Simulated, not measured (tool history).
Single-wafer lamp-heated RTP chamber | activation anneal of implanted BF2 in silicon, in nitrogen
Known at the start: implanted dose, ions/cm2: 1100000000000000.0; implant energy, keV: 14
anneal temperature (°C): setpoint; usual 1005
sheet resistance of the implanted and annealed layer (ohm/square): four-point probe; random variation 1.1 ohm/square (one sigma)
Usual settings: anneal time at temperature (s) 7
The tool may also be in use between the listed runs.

run,hour,anneal temperature (°C),anneal time at temperature (s),wafers since the last listed run,wafers since the last pyrometer calibration,wafers since the reflector plate was cleaned,hours since the gauge calibration,"read-back reference wafer on the same gauge, sheet resistance",sheet resistance of the implanted and annealed layer (ohm/square)
1,0.0,995,7,0,3582,6323,337.2,276.17,260.77
2,71.0,995,7,1464,5047,7787,408.2,276.19,259.69
3,132.5,1005,7,1268,6315,9056,469.7,276.30,238.34
4,192.3,1005,7,1233,7549,10289,529.5,276.74,239.63
5,259.5,1005,7,1386,8935,11675,596.7,276.19,237.54
6,299.5,1005,7,825,9760,12500,636.7,275.85,237.86
# hour 353.2: reflector plate cleaned
7,403.2,1005,7,1973,11734,1030,740.4,276.54,247.76
# hour 458.0: pyrometer window cleaned and pyrometer calibrated
8,458.5,1005,5,975,10,2006,795.7,275.96,264.59
9,538.4,1005,5,1648,1658,3654,875.6,275.61,261.25
10,632.9,1005,5,1949,3607,5603,970.1,275.86,255.75
11,737.6,1005,7,2159,5766,7763,1074.8,276.52,241.97
12,838.7,1005,7,2085,7852,9848,1175.9,276.08,239.76
13,887.8,1005,7,1012,8864,10861,1225.0,276.55,239.10
# hour 962.1: reflector plate cleaned
14,962.6,1005,7,1377,10242,9,1299.8,276.29,246.34
15,1014.3,1005,7,1066,11309,1076,1351.5,276.12,243.70
16,1068.6,1005,7,1120,12429,2196,1405.8,276.14,243.11
17,1116.2,1028,7,981,13411,3177,1453.4,275.84,205.43
# hour 1178.6: pyrometer window cleaned and pyrometer calibrated
18,1208.4,1021,7,1736,614,4914,1545.6,276.59,221.79

Forecast run 19:
19,1266.7,1031,11,1202,1817,6117,1603.9,?,?

read-back reference wafer on the same gauge, sheet resistance: 275.99
sheet resistance of the implanted and annealed layer (ohm/square): 185.65
Without the tool's hidden state the same run would have given sheet resistance of the implanted and annealed layer (ohm/square) 196.20.
